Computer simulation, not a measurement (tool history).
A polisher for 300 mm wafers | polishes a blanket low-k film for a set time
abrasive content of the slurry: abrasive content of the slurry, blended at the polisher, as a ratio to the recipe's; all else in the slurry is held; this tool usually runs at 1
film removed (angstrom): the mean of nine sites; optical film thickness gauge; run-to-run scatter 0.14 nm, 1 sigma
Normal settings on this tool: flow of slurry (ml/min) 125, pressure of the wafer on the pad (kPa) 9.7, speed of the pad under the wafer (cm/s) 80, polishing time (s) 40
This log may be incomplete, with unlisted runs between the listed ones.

run   hour  flow of slurry (ml/min)  pressure of the wafer on the pad (kPa)  speed of the pad under the wafer (cm/s)  abrasive content of the slurry  polishing time (s)  incoming thickness of the incoming film, nm  film removed (angstrom)
  1      0                      125                                     9.7                                       80                               1                  40                                        753.2                      112
      61.3  -- conditioning disc replaced and pad reconditioned
  2   61.8                      125                                     9.7                                       80                               1                  40                                        738.3                      110
      78.6  -- worn pad replaced by a new one
  3   88.1                      125                                     9.7                                       80                               1                  40                                        753.2                      111
  4  132.2                      125                                     9.7                                       72                               1                  50                                        738.8                      130
       145  -- slurry nozzle cleaned
  5    196                      125                                     9.7                                       72                               1                  50                                        737.6                      127
     206.7  -- conditioning disc replaced and pad reconditioned
     212.5  -- worn pad replaced by a new one
  6  252.5                      125                                     9.7                                       72                               1                  50                                        723.3                      126
     297.7  -- slurry blender recalibrated
  7  300.1                      125                                     9.7                                       58                               1                  40                                        743.9                       88
     333.1  -- head pressure recalibrated
  8  335.3                      125                                     9.7                                       58                               1                  40                                        729.2                      105
     356.1  -- conditioning disc replaced and pad reconditioned
     363.5  -- worn pad replaced by a new one
  9    364                      125                                     9.7                                       80                               1                  40                                        734.1                      125
 10  420.4                      125                                    12.4                                       58                            0.85                  40                                        753.6                      124
     462.3  -- slurry nozzle cleaned
 11  474.9                      125                                     9.7                                       80                               1                  35                                        742.6                      107

Run 12 has not been measured yet. What should we expect?
       499  -- conditioning disc replaced and pad reconditioned
       503  -- worn pad replaced by a new one
 12  508.4                      115                                     9.7                                       80                               1                  40                                        745.7                        ?

Run 12 yielded film removed (angstrom) 118.
Take away the tool's hidden state, keep the run-to-run variation as it was, and the same run would have given film removed (angstrom) 122.
